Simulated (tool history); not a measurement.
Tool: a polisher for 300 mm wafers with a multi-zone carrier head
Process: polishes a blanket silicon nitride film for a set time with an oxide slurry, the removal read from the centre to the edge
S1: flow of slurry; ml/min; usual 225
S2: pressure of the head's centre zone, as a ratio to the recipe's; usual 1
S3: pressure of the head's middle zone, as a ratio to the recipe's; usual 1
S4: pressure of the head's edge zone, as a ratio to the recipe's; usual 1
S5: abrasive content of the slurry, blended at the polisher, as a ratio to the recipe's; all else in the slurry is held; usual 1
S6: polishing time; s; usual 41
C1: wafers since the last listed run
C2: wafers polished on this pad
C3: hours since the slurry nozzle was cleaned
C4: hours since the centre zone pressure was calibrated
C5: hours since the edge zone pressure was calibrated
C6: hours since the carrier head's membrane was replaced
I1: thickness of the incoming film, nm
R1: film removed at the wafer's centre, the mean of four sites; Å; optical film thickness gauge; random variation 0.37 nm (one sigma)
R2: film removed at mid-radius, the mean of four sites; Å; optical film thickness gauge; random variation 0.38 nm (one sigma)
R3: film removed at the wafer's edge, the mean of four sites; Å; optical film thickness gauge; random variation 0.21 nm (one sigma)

run,hour,S1,S2,S3,S4,S5,S6,C1,C2,C3,C4,C5,C6,I1,R1,R2,R3
1,0,225,1,1,1,1,41,0,1658,183.3,309.8,606.9,774.4,271.7,250,257,256
# hour 16.3: carrier head's membrane replaced by a new one
2,97.5,225,1,1.08,1,1,41,1084,2742,280.8,407.3,704.4,81.2,269.3,253,259,253
# hour 103: edge zone pressure recalibrated
# hour 126.7: centre zone pressure recalibrated
# hour 136.1: slurry nozzle cleaned
3,147.8,225,1,1,1,1,41,530,3273,11.7,21.1,44.8,131.5,266.1,258,260,263
4,189.9,225,1,1,1,1,41,493,3766,53.8,63.2,86.9,173.6,272.9,260,260,260
# hour 198.1: worn pad replaced by a new one
5,240.8,225,1,1,1,1,41,549,500,104.7,114.1,137.8,224.5,272.2,257,256,261
6,338.7,225,1,1,1,1,41,1147,1647,202.6,212,235.7,322.4,265.9,254,253,259
7,436.9,225,1,1,1,1,41,1150,2798,300.8,310.2,333.9,420.6,269.5,238,244,251
# hour 463.6: slurry nozzle cleaned
8,527.2,225,1,1,1,1,41,1046,3845,63.6,400.5,424.2,510.9,267.6,261,251,262
# hour 541.1: worn pad replaced by a new one
# hour 561: centre zone pressure recalibrated
9,597.8,225,1,1,1,1,37,757,641,134.2,36.8,494.8,581.5,272.3,224,221,233
# hour 671.6: carrier head's membrane replaced by a new one
10,700.2,225,1,1,1,1,37,1141,1783,236.6,139.2,597.2,28.6,271.7,225,229,229
11,755.4,160,1,1.04,1.08,1,35,646,2430,291.8,194.4,652.4,83.8,274,184,197,209
# hour 808.3: edge zone pressure recalibrated
12,850.6,225,1,1,0.93,1,46,1092,3522,387,289.6,42.3,179,270.2,248,251,263
# hour 871.4: slurry nozzle cleaned
# hour 876.2: worn pad replaced by a new one
13,941.7,185,1,1,1,1,54,1009,767,70.3,380.7,133.4,270.1,268.5,331,325,330
# hour 946.8: centre zone pressure recalibrated
# hour 1227.7: slurry nozzle cleaned
# hour 1253.4: worn pad replaced by a new one
14,1255.4,225,1,1,1,1,41,3594,23,27.7,308.6,447.1,583.8,273.5,263,254,262
15,1329.3,225,1,0.93,1.09,1,41,866,889,101.6,382.5,521,657.7,269.5,254,241,272
# hour 1344.1: centre zone pressure recalibrated
# hour 1369.6: edge zone pressure recalibrated
# hour 1379.8: carrier head's membrane replaced by a new one
16,1396.6,225,1,1,1.09,1,49,683,1573,168.9,52.5,27,16.8,273.5,311,306,318
17,1450.6,225,1,1,1,1,41,632,2206,222.9,106.5,81,70.8,274.6,253,250,258
18,1530.4,225,0.9,0.93,0.91,1.2,41,935,3141,302.7,186.3,160.8,150.6,275.3,244,252,265
# hour 1567.5: worn pad replaced by a new one
19,1586.5,225,0.9,1,1,0.8,41,610,223,358.8,242.4,216.9,206.7,273.5,193,211,216
# hour 1649: slurry nozzle cleaned
20,1674,225,0.95,1,0.9,1,41,1013,1236,25,329.9,304.4,294.2,266.4,251,256,251
21,1768.2,225,0.96,1,1.04,1,53,1104,2340,119.2,424.1,398.6,388.4,270.2,316,332,338

The same runs without the tool's hidden state, with the same run-to-run variation:
The hidden state here: removal rate lost through wear of the pad, %; slurry flow missing at the pad, %; deviation of the centre zone's pressure from its setpoint, %; deviation of the edge zone's pressure from its setpoint, %.
run,R1,R2,R3
1,255,261,259
2,266,271,262
3,259,260,263
4,261,260,261
5,259,257,262
6,260,259,263
7,253,258,262
8,263,252,263
9,227,224,235
10,233,237,235
11,201,213,221
12,287,286,288
13,336,329,334
14,264,255,262
15,255,243,273
16,316,310,321
17,260,257,263
18,260,266,276
19,214,231,231
20,252,258,252
21,320,335,341

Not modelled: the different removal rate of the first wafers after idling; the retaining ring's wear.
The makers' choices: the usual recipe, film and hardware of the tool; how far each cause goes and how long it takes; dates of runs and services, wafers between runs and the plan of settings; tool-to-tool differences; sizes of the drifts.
